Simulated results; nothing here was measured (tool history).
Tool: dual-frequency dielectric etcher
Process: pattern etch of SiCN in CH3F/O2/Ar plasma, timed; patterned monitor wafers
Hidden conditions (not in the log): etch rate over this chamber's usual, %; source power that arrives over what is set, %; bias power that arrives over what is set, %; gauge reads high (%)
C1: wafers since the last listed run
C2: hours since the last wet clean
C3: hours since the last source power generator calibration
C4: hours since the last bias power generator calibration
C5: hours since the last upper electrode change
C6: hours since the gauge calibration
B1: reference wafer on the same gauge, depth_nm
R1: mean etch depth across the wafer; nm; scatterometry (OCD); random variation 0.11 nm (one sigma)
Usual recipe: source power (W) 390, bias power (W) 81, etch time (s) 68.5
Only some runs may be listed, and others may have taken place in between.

run 1 day=0 | source_power_(W)=390 bias_power_(W)=81 etch_time_(s)=68.5 | C1=0 C2=384.6 C3=4156.7 C4=2336.9 C5=5187.3 C6=470.3 | B1=32.63 | R1=27.47
run 2 day=1.375 | source_power_(W)=390 bias_power_(W)=81 etch_time_(s)=68.5 | C1=306 C2=417.6 C3=4189.7 C4=2369.9 C5=5220.3 C6=503.3 | B1=32.62 | R1=27.55
run 3 day=4.162 | source_power_(W)=390 bias_power_(W)=81 etch_time_(s)=68.5 | C1=621 C2=484.5 C3=4256.6 C4=2436.8 C5=5287.2 C6=570.2 | B1=32.6 | R1=27.6
run 4 day=5.483 | source_power_(W)=430 bias_power_(W)=81 etch_time_(s)=68.5 | C1=294 C2=516.2 C3=4288.3 C4=2468.5 C5=5318.9 C6=601.9 | B1=32.6 | R1=28.97
run 5 day=6.825 | source_power_(W)=390 bias_power_(W)=76 etch_time_(s)=68.5 | C1=299 C2=548.4 C3=4320.5 C4=2500.7 C5=5351.1 C6=634.1 | B1=32.61 | R1=26.81
run 6 day=8.108 | source_power_(W)=390 bias_power_(W)=76 etch_time_(s)=68.5 | C1=286 C2=579.2 C3=4351.3 C4=2531.5 C5=5381.9 C6=664.9 | B1=32.6 | R1=26.92
run 7 day=10.308 | source_power_(W)=390 bias_power_(W)=81 etch_time_(s)=68.5 | C1=490 C2=632 C3=4404.1 C4=2584.3 C5=5434.7 C6=717.7 | B1=32.61 | R1=27.25
-- day=13.492 wet clean of the chamber
run 8 day=13.512 | source_power_(W)=390 bias_power_(W)=81 etch_time_(s)=68.5 | C1=491 C2=0.5 C3=4481 C4=2661.2 C5=5511.6 C6=794.6 | B1=32.58 | R1=27.97
run 9 day=15.129 | source_power_(W)=390 bias_power_(W)=81 etch_time_(s)=68.5 | C1=360 C2=39.3 C3=4519.8 C4=2700 C5=5550.4 C6=833.4 | B1=32.57 | R1=28.03
-- day=15.575 bias power generator calibrated
run 10 day=17.158 | source_power_(W)=390 bias_power_(W)=81 etch_time_(s)=68.5 | C1=415 C2=88 C3=4568.5 C4=38 C5=5599.1 C6=882.1 | B1=32.61 | R1=27.93
run 11 day=18.571 | source_power_(W)=390 bias_power_(W)=81 etch_time_(s)=68.5 | C1=314 C2=121.9 C3=4602.4 C4=71.9 C5=5633 C6=916 | B1=32.59 | R1=27.82
-- day=18.808 gauge calibrated
run 12 day=20.429 | source_power_(W)=320 bias_power_(W)=62 etch_time_(s)=51 | C1=414 C2=166.5 C3=4647 C4=116.5 C5=5677.6 C6=38.9 | B1=32.63 | R1=16.97
run 13 day=23.292 | source_power_(W)=330 bias_power_(W)=81 etch_time_(s)=68.5 | C1=637 C2=235.2 C3=4715.7 C4=185.2 C5=5746.3 C6=107.6 | B1=32.62 | R1=25.11
-- day=25.183 upper electrode replaced
run 14 day=25.308 | source_power_(W)=490 bias_power_(W)=99 etch_time_(s)=50 | C1=226 C2=283.6 C3=4764.1 C4=233.6 C5=3 C6=156 | B1=32.64 | R1=24.28
run 15 day=26.696 | source_power_(W)=470 bias_power_(W)=81 etch_time_(s)=79.5 | C1=309 C2=316.9 C3=4797.4 C4=266.9 C5=36.3 C6=189.3 | B1=32.63 | R1=35.46
run 16 day=29.175 | source_power_(W)=460 bias_power_(W)=90 etch_time_(s)=60.5 | C1=552 C2=376.4 C3=4856.9 C4=326.4 C5=95.8 C6=248.8 | B1=32.63 | R1=27.4
-- day=29.925 source power generator calibrated
run 17 day=30.596 | source_power_(W)=390 bias_power_(W)=63 etch_time_(s)=83.5 | C1=279 C2=410.5 C3=16.1 C4=360.5 C5=129.9 C6=282.9 | B1=32.62 | R1=31.05
run 18 day=33.292 | source_power_(W)=460 bias_power_(W)=101 etch_time_(s)=75 | C1=600 C2=475.2 C3=80.8 C4=425.2 C5=194.6 C6=347.6 | B1=32.55 | R1=34.93
run 19 day=35.233 | source_power_(W)=330 bias_power_(W)=98 etch_time_(s)=68.5 | C1=432 C2=521.8 C3=127.4 C4=471.8 C5=241.2 C6=394.2 | B1=32.58 | R1=25.99
-- day=36.838 wet clean of the chamber
run 20 day=37.45 | source_power_(W)=390 bias_power_(W)=81 etch_time_(s)=68.5 | C1=271 C2=14.7 C3=180.6 C4=525 C5=294.4 C6=447.4 | B1=32.64 | R1=27.98

List, for all runs, the conditions of the tool that the log does not record:
source power that arrives over what is set, %: 0 across all the runs
bias power that arrives over what is set, %: 0 across all the runs
gauge reads high (%): 0 across all the runs
H1: etch rate over this chamber's usual, %
run=1 H1=-1.46
run=2 H1=-1.64
run=3 H1=-1.99
run=4 H1=-2.16
run=5 H1=-2.33
run=6 H1=-2.49
run=7 H1=-2.77
run=8 H1=-0.197
run=9 H1=-0.403
run=10 H1=-0.662
run=11 H1=-0.842
run=12 H1=-1.08
run=13 H1=-1.44
run=14 H1=-1.7
run=15 H1=-1.88
run=16 H1=-2.19
run=17 H1=-2.37
run=18 H1=-2.72
run=19 H1=-2.97
run=20 H1=-0.322
